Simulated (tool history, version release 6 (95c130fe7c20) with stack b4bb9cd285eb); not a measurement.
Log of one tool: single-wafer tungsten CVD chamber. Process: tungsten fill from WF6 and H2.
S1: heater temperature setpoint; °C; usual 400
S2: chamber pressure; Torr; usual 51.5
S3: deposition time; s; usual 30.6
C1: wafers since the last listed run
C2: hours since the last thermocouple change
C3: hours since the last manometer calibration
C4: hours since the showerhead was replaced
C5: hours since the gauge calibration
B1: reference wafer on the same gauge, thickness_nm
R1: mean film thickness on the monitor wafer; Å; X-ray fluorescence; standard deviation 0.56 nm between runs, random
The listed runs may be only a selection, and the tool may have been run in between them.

run	hour	S1	S2	S3	C1	C2	C3	C4	C5	B1	R1
1	0.0	400	51.5	26.3	0	1031.2	2632.9	2069.7	178.1	114.936	944.90
2	13.6	400	51.5	30.6	254	1044.8	2646.5	2083.3	191.7	115.393	1112.26
3	25.6	400	51.5	30.6	224	1056.8	2658.5	2095.3	203.7	115.003	1104.71
4	43.4	400	51.5	30.6	333	1074.6	2676.3	2113.1	221.5	115.086	1104.27
5	51.3	400	51.5	30.6	148	1082.5	2684.2	2121.0	229.4	115.129	1099.75
6	65.6	400	51.5	30.6	267	1096.8	2698.5	2135.3	243.7	114.930	1091.39
7	82.6	400	51.5	30.6	318	1113.8	2715.5	2152.3	260.7	114.932	1099.36
8	95.9	411	51.5	30.6	249	1127.1	2728.8	2165.6	274.0	115.030	1375.84
9	113.8	411	51.5	30.6	335	1145.0	2746.7	2183.5	291.9	115.289	1382.54
10	121.9	410	51.5	30.6	151	1153.1	2754.8	2191.6	300.0	115.064	1350.89
11	129.1	410	51.5	30.6	134	1160.3	2762.0	2198.8	307.2	115.050	1331.48
12	140.6	410	51.5	30.6	215	1171.8	2773.5	2210.3	318.7	114.852	1333.97
13	154.0	400	58.6	30.6	251	1185.2	2786.9	2223.7	332.1	115.083	1140.33
14	168.5	385	51.5	25.2	271	1199.7	2801.4	2238.2	346.6	114.718	641.25
# hour 180.7: capacitance manometer re-zeroed and calibrated
# hour 184.0: gauge calibrated
15	217.3	414	39.2	26.8	764	1248.5	36.6	2287.0	33.3	114.878	1137.26
16	229.2	393	55.6	34.3	222	1260.4	48.5	2298.9	45.2	114.951	1067.84
17	246.0	400	51.5	30.6	314	1277.2	65.3	2315.7	62.0	114.953	1083.58
18	259.3	400	51.5	35.8	249	1290.5	78.6	2329.0	75.3	114.672	1266.85
19	266.5	414	51.5	30.6	134	1297.7	85.8	2336.2	82.5	115.045	1429.64
# hour 278.4: showerhead replaced
20	283.2	408	63.5	27.2	163	1314.4	102.5	4.8	99.2	115.017	1239.11
# hour 301.3: thermocouple changed; heater temperature recalibrated
21	301.8	391	42.3	30.6	198	0.5	121.1	23.4	117.8	114.843	914.50
22	302.9	400	51.5	26.6	20	1.6	122.2	24.5	118.9	115.074	1036.13
23	315.5	400	58.6	35.1	236	14.2	134.8	37.1	131.5	114.709	1427.55
24	331.0	393	40.2	27.3	290	29.7	150.3	52.6	147.0	114.977	825.23
25	339.7	410	58.7	33.9	163	38.4	159.0	61.3	155.7	115.383	1687.26
26	356.0	411	51.5	30.6	305	54.7	175.3	77.6	172.0	115.048	1480.33
27	392.0	400	51.5	30.6	674	90.7	211.3	113.6	208.0	115.375	1183.02

Below, some changes in R1 between adjacent runs. For each, the amount present without the hidden state too (settings, incoming material, random variation) and the amount remaining for the hidden state with gauge scatter not shared by both compared results:
Unlogged tool condition in this case: wafer temperature above the value expected at the setpoint (K); true pressure above the setpoint (%); gauge reads high (%).
Run 13 -> 14: S1 400 -> 385, S2 58.6 -> 51.5, S3 30.6 -> 25.2. R1 -499.08 Å: hidden state +37.92, all else -537.00.
Run 20 -> 21: S1 408 -> 391, S2 63.5 -> 42.3, S3 27.2 -> 30.6, thermocouple changed; heater temperature recalibrated. R1 -324.61 Å: hidden state +122.82, all else -447.43.
Run 23 -> 24: S1 400 -> 393, S2 58.6 -> 40.2, S3 35.1 -> 27.3. R1 -602.32 Å: hidden state -4.48, all else -597.84.
Run 24 -> 25: S1 393 -> 410, S2 40.2 -> 58.7, S3 27.3 -> 33.9. R1 +862.03 Å: hidden state +2.14, all else +859.89.

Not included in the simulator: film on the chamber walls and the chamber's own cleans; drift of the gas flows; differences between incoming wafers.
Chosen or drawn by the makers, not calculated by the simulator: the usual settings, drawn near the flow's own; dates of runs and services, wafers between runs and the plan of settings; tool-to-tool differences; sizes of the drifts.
